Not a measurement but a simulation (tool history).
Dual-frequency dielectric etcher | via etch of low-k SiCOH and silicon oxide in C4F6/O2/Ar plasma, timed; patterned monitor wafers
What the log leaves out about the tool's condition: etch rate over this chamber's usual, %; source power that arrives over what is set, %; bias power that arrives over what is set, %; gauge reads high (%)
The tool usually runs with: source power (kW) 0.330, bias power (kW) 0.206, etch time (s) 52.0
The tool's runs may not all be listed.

run   hour  source power (kW)  bias power (kW)  etch time (s)  wafers since the last listed run  hours since the last wet clean  hours since the last source power generator calibration  hours since the last bias power generator calibration  hours since the last upper electrode change  hours since the gauge calibration  read-back reference wafer on the same gauge, depth_nm  mean etch depth across the wafer (angstrom)
  1    0.0              0.330            0.206           52.0                                 0                           293.6                                                   2583.8                                                 4113.3                                       3502.5                              157.9                                                  147.0                                         1524
  2   23.8              0.330            0.206           52.0                               213                           317.4                                                   2607.6                                                 4137.1                                       3526.3                              181.7                                                  146.9                                         1522
  3   36.0              0.330            0.206           52.0                               109                           329.6                                                   2619.8                                                 4149.3                                       3538.5                              193.9                                                  147.1                                         1521
  4   58.3              0.330            0.206           45.0                               200                           351.9                                                   2642.1                                                 4171.6                                       3560.8                              216.2                                                  147.0                                         1320
  5   93.8              0.330            0.206           52.0                               319                           387.4                                                   2677.6                                                 4207.1                                       3596.3                              251.7                                                  147.0                                         1517
  6  106.6              0.330            0.206           52.0                               115                           400.2                                                   2690.4                                                 4219.9                                       3609.1                              264.5                                                  147.1                                         1499
  7  133.9              0.330            0.206           52.0                               245                           427.5                                                   2717.7                                                 4247.2                                       3636.4                              291.8                                                  147.0                                         1515
     155.3  -- source power generator calibrated
  8  164.7              0.360            0.206           52.0                               240                           458.3                                                      9.4                                                 4278.0                                       3667.2                              322.6                                                  147.1                                         1581
     212.9  -- wet clean of the chamber
  9  213.4              0.330            0.206           44.5                               222                             0.5                                                     58.1                                                 4326.7                                       3715.9                              371.3                                                  146.9                                         1283
 10  232.8              0.410            0.258           37.5                               174                            19.9                                                     77.5                                                 4346.1                                       3735.3                              390.7                                                  147.1                                         1309
     244.6  -- gauge calibrated
 11  266.8              0.330            0.172           52.0                               305                            53.9                                                    111.5                                                 4380.1                                       3769.3                               22.2                                                  147.0                                         1410
     332.6  -- upper electrode replaced
     351.0  -- bias power generator calibrated
 12  358.5              0.330            0.206           52.0                               572                           145.6                                                    203.2                                                    7.5                                         25.9                              113.9                                                  146.9                                         1520

Run 13 comes next. What will it give?
 13  386.4              0.330            0.206           52.0                               250                           173.5                                                    231.1                                                   35.4                                         53.8                              141.8                                                      ?                                            ?

{"run 13": {"read-back reference wafer on the same gauge, depth_nm": 147.0, "mean etch depth across the wafer (angstrom)": 1511}}
Minus the tool's unlogged condition, the same run would have read mean etch depth across the wafer (angstrom) 1511.

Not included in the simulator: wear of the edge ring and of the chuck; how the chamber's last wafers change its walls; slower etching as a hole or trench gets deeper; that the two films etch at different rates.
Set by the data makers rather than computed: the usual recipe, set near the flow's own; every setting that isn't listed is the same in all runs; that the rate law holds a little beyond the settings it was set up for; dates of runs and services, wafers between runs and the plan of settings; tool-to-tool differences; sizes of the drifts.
